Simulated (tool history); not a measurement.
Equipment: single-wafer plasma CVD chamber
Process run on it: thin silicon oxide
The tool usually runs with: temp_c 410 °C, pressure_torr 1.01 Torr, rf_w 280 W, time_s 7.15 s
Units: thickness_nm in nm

run	hour	temp_c	pressure_torr	rf_w	time_s	wafers since the last listed run	hours since the last thermocouple change	hours since the last RF generator calibration	hours since the last manometer calibration	hours since the showerhead was replaced	hours since the gauge calibration	read-back reference wafer on the same gauge, thickness_nm	thickness_nm
1	0	410	1.01	280	7.15	0	2096.1	1485.6	1409	5297.2	424.7	14.557	13.83
2	19.5	410	1.01	280	7.15	511	2115.6	1505.1	1428.5	5316.7	444.2	14.543	13.908
3	37.7	410	1.01	280	7.15	477	2133.8	1523.3	1446.7	5334.9	462.4	14.54	13.79
4	61.8	410	1.01	280	7.15	631	2157.9	1547.4	1470.8	5359	486.5	14.525	13.803
5	80.5	410	1.01	280	7.15	490	2176.6	1566.1	1489.5	5377.7	505.2	14.519	13.731
6	104.2	410	1.01	280	7.15	621	2200.3	1589.8	1513.2	5401.4	528.9	14.483	13.643
7	129.4	410	1.01	280	8.09	660	2225.5	1615	1538.4	5426.6	554.1	14.475	15.48
# hour 131.6: gauge calibrated
8	148.5	410	1.01	280	8.09	500	2244.6	1634.1	1557.5	5445.7	16.9	14.788	15.897
9	182.3	410	1.01	280	8.09	886	2278.4	1667.9	1591.3	5479.5	50.7	14.754	15.844
# hour 194.2: showerhead replaced
10	211.9	419	0.86	280	7.15	566	2308	1697.5	1620.9	17.7	80.3	14.745	12.33
# hour 232.1: thermocouple changed; heater temperature recalibrated
11	232.6	419	0.86	280	7.15	332	0.5	1718.2	1641.6	38.4	101	14.741	12.293
# hour 245.3: RF generator calibrated
12	265.1	419	0.86	280	7.15	642	33	19.8	1674.1	70.9	133.5	14.702	12.449
13	293.8	418	0.93	260	8.11	752	61.7	48.5	1702.8	99.6	162.2	14.692	14.335
14	321.5	410	1.01	280	7.58	726	89.4	76.2	1730.5	127.3	189.9	14.682	14.661
15	338.4	399	1.19	280	8.5	443	106.3	93.1	1747.4	144.2	206.8	14.664	18.397
# hour 349.3: capacitance manometer re-zeroed and calibrated
16	353.9	416	1.01	330	7.15	196	121.8	108.6	4.6	159.7	222.3	14.661	14.779
17	369.8	410	0.84	280	7.15	416	137.7	124.5	20.5	175.6	238.2	14.65	12.159
18	390	410	1.01	280	6.12	529	157.9	144.7	40.7	195.8	258.4	14.644	11.73
19	421.9	420	1.19	260	5.81	836	189.8	176.6	72.6	227.7	290.3	14.623	11.99
20	443.8	424	1.01	280	7.15	574	211.7	198.5	94.5	249.6	312.2	14.609	13.757
21	496.5	410	1.01	280	7.15	1381	264.4	251.2	147.2	302.3	364.9	14.581	13.757
22	521.4	410	1.01	330	7.15	652	289.3	276.1	172.1	327.2	389.8	14.562	14.748
23	556.3	410	1.01	280	7.15	915	324.2	311	207	362.1	424.7	14.549	13.735
24	572.5	401	0.76	305	7.15	424	340.4	327.2	223.2	378.3	440.9	14.527	11.572
25	600.2	410	1.01	280	7.15	726	368.1	354.9	250.9	406	468.6	14.516	13.796
# hour 624.2: gauge calibrated
26	634.2	405	1.22	320	7.15	891	402.1	388.9	284.9	440	10	14.796	16.601
27	659	410	1.01	295	7.94	650	426.9	413.7	309.7	464.8	34.8	14.763	15.834
28	675.9	410	1.01	320	7.15	443	443.8	430.6	326.6	481.7	51.7	14.762	14.729

Hidden state or all else? Some run-to-run changes of thickness_nm, split into what the settings, what came in and random variation would give without the hidden state, and what is left for the hidden state (with any gauge scatter that isn't in both results):
Hidden state present: wafer temperature above the value expected at the setpoint (K); delivered RF power above the setpoint (%); true pressure above the setpoint (%); gauge reads high (%).
Run 7 -> 8: gauge calibrated. thickness_nm +0.417 nm: hidden state +0.322, all else +0.095.
Run 14 -> 15: temp_c 410 -> 399, pressure_torr 1.01 -> 1.19, time_s 7.58 -> 8.5. thickness_nm +3.736 nm: hidden state -0.043, all else +3.779.
Run 15 -> 16: temp_c 399 -> 416, pressure_torr 1.19 -> 1.01, rf_w 280 -> 330, time_s 8.5 -> 7.15, capacitance manometer re-zeroed and calibrated. thickness_nm -3.618 nm: hidden state +0.022, all else -3.64.
Run 25 -> 26: temp_c 410 -> 405, pressure_torr 1.01 -> 1.22, rf_w 280 -> 320, gauge calibrated. thickness_nm +2.805 nm: hidden state +0.261, all else +2.544.
